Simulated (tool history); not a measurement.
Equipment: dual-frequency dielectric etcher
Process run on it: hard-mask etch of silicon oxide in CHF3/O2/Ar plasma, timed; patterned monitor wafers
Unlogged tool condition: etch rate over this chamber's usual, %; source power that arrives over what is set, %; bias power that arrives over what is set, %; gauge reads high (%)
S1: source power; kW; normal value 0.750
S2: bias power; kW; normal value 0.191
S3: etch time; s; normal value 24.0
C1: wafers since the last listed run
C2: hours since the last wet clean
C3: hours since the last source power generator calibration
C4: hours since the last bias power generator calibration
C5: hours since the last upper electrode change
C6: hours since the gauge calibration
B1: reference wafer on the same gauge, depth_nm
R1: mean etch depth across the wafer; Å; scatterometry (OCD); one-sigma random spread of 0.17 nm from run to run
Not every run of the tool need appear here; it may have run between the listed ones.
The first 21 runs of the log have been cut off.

run 22 day=22.538 | S1=0.660 S2=0.191 S3=26.5 | C1=243 C2=318.8 C3=58.2 C4=25.1 C5=216.3 C6=60.2 | B1=64.1 | R1=572
run 23 day=23.842 | S1=0.820 S2=0.191 S3=24.0 | C1=353 C2=350.1 C3=89.5 C4=56.4 C5=247.6 C6=91.5 | B1=64.1 | R1=563
run 24 day=24.946 | S1=0.750 S2=0.191 S3=24.0 | C1=299 C2=376.6 C3=116.0 C4=82.9 C5=274.1 C6=118.0 | B1=64.1 | R1=546
run 25 day=25.979 | S1=0.850 S2=0.173 S3=24.0 | C1=280 C2=401.4 C3=140.8 C4=107.7 C5=298.9 C6=142.8 | B1=64.1 | R1=544
run 26 day=27.371 | S1=0.930 S2=0.191 S3=24.0 | C1=377 C2=434.8 C3=174.2 C4=141.1 C5=332.3 C6=176.2 | B1=64.1 | R1=592
run 27 day=28.375 | S1=0.850 S2=0.191 S3=24.0 | C1=272 C2=458.9 C3=198.3 C4=165.2 C5=356.4 C6=200.3 | B1=64.1 | R1=571
run 28 day=29.850 | S1=0.750 S2=0.156 S3=21.5 | C1=400 C2=494.3 C3=233.7 C4=200.6 C5=391.8 C6=235.7 | B1=64.1 | R1=438
run 29 day=30.417 | S1=0.580 S2=0.210 S3=24.0 | C1=153 C2=507.9 C3=247.3 C4=214.2 C5=405.4 C6=249.3 | B1=64.1 | R1=523
-- day=31.658 wet clean of the chamber
run 30 day=31.679 | S1=0.630 S2=0.191 S3=24.0 | C1=71 C2=0.5 C3=277.6 C4=244.5 C5=435.7 C6=279.6 | B1=64.1 | R1=504
run 31 day=32.092 | S1=0.750 S2=0.191 S3=24.0 | C1=111 C2=10.4 C3=287.5 C4=254.4 C5=445.6 C6=289.5 | B1=64.1 | R1=539

Alternative continuations, all from the tool just after run 31; predict every row:
run A day=32.108 | S1=0.750 S2=0.191 S3=24.0 | C1=4 C2=10.8 C3=287.9 C4=254.8 C5=446.0 C6=289.9 | B1=? | R1=?
run B day=32.108 | S1=0.750 S2=0.178 S3=18.0 | C1=4 C2=10.8 C3=287.9 C4=254.8 C5=446.0 C6=289.9 | B1=? | R1=?
run C day=32.108 | S1=0.890 S2=0.171 S3=28.5 | C1=4 C2=10.8 C3=287.9 C4=254.8 C5=446.0 C6=289.9 | B1=? | R1=?

run=A B1=64.1 R1=537
run=B B1=64.1 R1=388
run=C B1=64.1 R1=640
With no hidden state in the tool, these same runs would have given:
run=A R1=536
run=B R1=387
run=C R1=639
